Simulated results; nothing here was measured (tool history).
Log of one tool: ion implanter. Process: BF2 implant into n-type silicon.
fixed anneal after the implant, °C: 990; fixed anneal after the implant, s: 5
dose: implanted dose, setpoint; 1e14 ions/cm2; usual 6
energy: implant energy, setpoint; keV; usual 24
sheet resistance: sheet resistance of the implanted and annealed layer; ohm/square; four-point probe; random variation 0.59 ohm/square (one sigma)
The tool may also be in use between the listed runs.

run,hour,dose,energy,"read-back reference wafer on the same gauge, sheet resistance",sheet resistance
1,0,6,26.5,232.01,264.74
2,39.4,6,24,232.01,276.95
3,89.9,6,24,231.97,276.58
4,153.9,6,24,231.98,275.87
5,198.9,6,24,231.95,275.24
6,228,6.64,24,232.01,264.98
7,288.8,6.64,24,232,265.69
8,330.8,6,19.5,232.09,304.24
9,379.9,6,19.5,231.95,303.24
10,424,6,19.5,231.98,303.61
11,471.7,7.22,24,232,258.46
# hour 498.4: extraction supply calibrated
# hour 524.3: Faraday cup replaced and dose calibrated
12,540.2,6,24,232.08,280.86
13,574,6,19.5,232.09,309.17
14,626.1,6,24,232,280.76
# hour 636.6: gauge calibrated
15,657.2,4.99,24,232.07,308.46
16,685.8,7.58,20.5,231.95,280.92
17,750.5,6,24,232,279.59
18,804.5,5.48,16,232,349.18
19,834.2,7.41,31.5,232.03,227.72
20,861.4,5.13,24,232.1,302.83
21,906.7,6.68,28,231.99,249.97
22,965.7,6,24,232.05,278.96
23,1016.3,6.93,18,232.05,307.01
24,1077.4,7.4,24,231.98,259.63
25,1125.5,6,24,232.09,278.9

4 ways to go on from here, each from the tool as it stands after run 25. What would each give?
A,1125.9,5.09,24,?,?
B,1125.9,6,19,?,?
C,1125.9,4.34,24,?,?
D,1125.9,7.39,26,?,?

run,"read-back reference wafer on the same gauge, sheet resistance",sheet resistance
A,232,302.66
B,232,310.73
C,232,333.2
D,232,248.32
Without the tool's hidden state the same runs would have given:
run,sheet resistance
A,305.02
B,312.18
C,336.24
D,249.45
